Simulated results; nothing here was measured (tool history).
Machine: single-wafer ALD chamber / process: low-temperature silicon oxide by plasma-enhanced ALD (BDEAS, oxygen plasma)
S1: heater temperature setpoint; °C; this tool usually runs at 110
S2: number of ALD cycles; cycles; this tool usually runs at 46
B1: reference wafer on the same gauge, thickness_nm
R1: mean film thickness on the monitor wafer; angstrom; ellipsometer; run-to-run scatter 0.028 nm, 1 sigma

| run | hour | S1 | S2 | B1 | R1 |
|---|---|---|---|---|---|
| 1 | 0 | 110 | 46 | 5.885 | 62.26 |
| 2 | 37.6 | 110 | 46 | 5.877 | 62.49 |
| 3 | 112.9 | 110 | 46 | 5.881 | 62.83 |
| 4 | 151.7 | 110 | 40 | 5.878 | 54.13 |
| 5 | 238.2 | 110 | 46 | 5.877 | 62.43 |
| 6 | 304.8 | 110 | 46 | 5.878 | 62.69 |
| 7 | 405.2 | 110 | 46 | 5.884 | 61.99 |
| 8 | 465.9 | 110 | 46 | 5.879 | 62.5 |
| 9 | 527.4 | 110 | 46 | 5.878 | 62.55 |
|  | 554 | gauge calibrated |
| 10 | 582.6 | 121 | 48 | 5.883 | 63.97 |
| 11 | 635.1 | 110 | 46 | 5.878 | 62.97 |
| 12 | 706.8 | 110 | 46 | 5.875 | 62.61 |
| 13 | 926.8 | 110 | 46 | 5.883 | 62.74 |
| 14 | 1054.5 | 101 | 44 | 5.875 | 60.51 |
| 15 | 1141.6 | 119 | 46 | 5.88 | 61.81 |
| 16 | 1242.2 | 110 | 41 | 5.875 | 55.56 |
| 17 | 1316.8 | 103 | 55 | 5.877 | 75.94 |
| 18 | 1411 | 121 | 48 | 5.88 | 64.37 |
| 19 | 1460.4 | 110 | 46 | 5.883 | 62.36 |
| 20 | 1520.2 | 110 | 53 | 5.883 | 72.65 |
|  | 1572.2 | thermocouple changed; heater temperature recalibrated |
| 21 | 1590.9 | 119 | 46 | 5.881 | 62.02 |

Expected results for the next run?
| 22 | 1651.4 | 119 | 42 | ? | ? |

Run 22 came out at B1 5.881, R1 56.68 angstrom.
Were there no unlogged condition in the tool, this run, its random variation unchanged, would have produced R1 56.68 angstrom.
